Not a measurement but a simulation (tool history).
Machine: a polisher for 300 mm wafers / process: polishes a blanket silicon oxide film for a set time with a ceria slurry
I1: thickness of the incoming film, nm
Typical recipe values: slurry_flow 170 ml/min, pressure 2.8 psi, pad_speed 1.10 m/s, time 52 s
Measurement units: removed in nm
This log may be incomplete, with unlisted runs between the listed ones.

Run 1, hour 0.0: usual settings; I1 925.8. Result: removed 225.1 nm.
Run 2, hour 16.8: usual settings but slurry_flow 195 ml/min; I1 901.0. Result: removed 227.1 nm.
At hour 29.4: worn pad replaced by a new one.
Run 3, hour 29.9: usual settings but slurry_flow 195 ml/min; I1 922.4. Result: removed 222.8 nm.
Run 4, hour 38.0: usual settings but slurry_flow 195 ml/min; I1 923.1. Result: removed 226.6 nm.
Run 5, hour 55.1: usual settings; I1 912.5. Result: removed 225.9 nm.
At hour 73.8: worn pad replaced by a new one.
Run 6, hour 74.3: usual settings but pad_speed 0.98 m/s, time 58 s; I1 927.5. Result: removed 228.5 nm.
At hour 76.8: head pressure recalibrated.
Run 7, hour 85.2: usual settings; I1 915.3. Result: removed 224.8 nm.
Run 8, hour 91.6: usual settings; I1 929.2. Result: removed 226.1 nm.
Run 9, hour 106.9: usual settings; I1 919.8. Result: removed 222.6 nm.
Run 10, hour 117.6: usual settings but pad_speed 1.30 m/s; I1 908.8. Result: removed 256.1 nm.
At hour 124.1: worn pad replaced by a new one.
Run 11, hour 124.6: usual settings but pressure 2.6 psi; I1 910.8. Result: removed 208.8 nm.
Run 12, hour 132.8: usual settings but slurry_flow 130 ml/min, pad_speed 1.44 m/s; I1 926.6. Result: removed 271.2 nm.
Run 13, hour 139.4: usual settings but slurry_flow 130 ml/min, time 45 s; I1 901.9. Result: removed 185.7 nm.
Run 14, hour 146.8: usual settings but slurry_flow 150 ml/min, pad_speed 1.00 m/s; I1 916.1. Result: removed 200.2 nm.
Run 15, hour 155.5: usual settings; I1 902.7. Result: removed 224.6 nm.
At hour 166.8: worn pad replaced by a new one.
Run 16, hour 167.3: usual settings but time 41 s; I1 906.3. Result: removed 178.3 nm.
At hour 169.3: slurry nozzle cleaned.
Run 17, hour 174.6: usual settings but pad_speed 0.96 m/s; I1 928.3. Result: removed 204.7 nm.
Run 18, hour 182.1: usual settings but pressure 3.7 psi, time 35 s; I1 916.9. Result: removed 197.0 nm.

The next listed run, before its measurement:
Run 19, hour 191.4: usual settings but slurry_flow 115 ml/min; I1 916.2. Result: removed ?.

For run 19 the tool returned removed 215.2 nm.
If the tool had no hidden condition, the same run with the same run-to-run variation would have returned removed 215.2 nm.
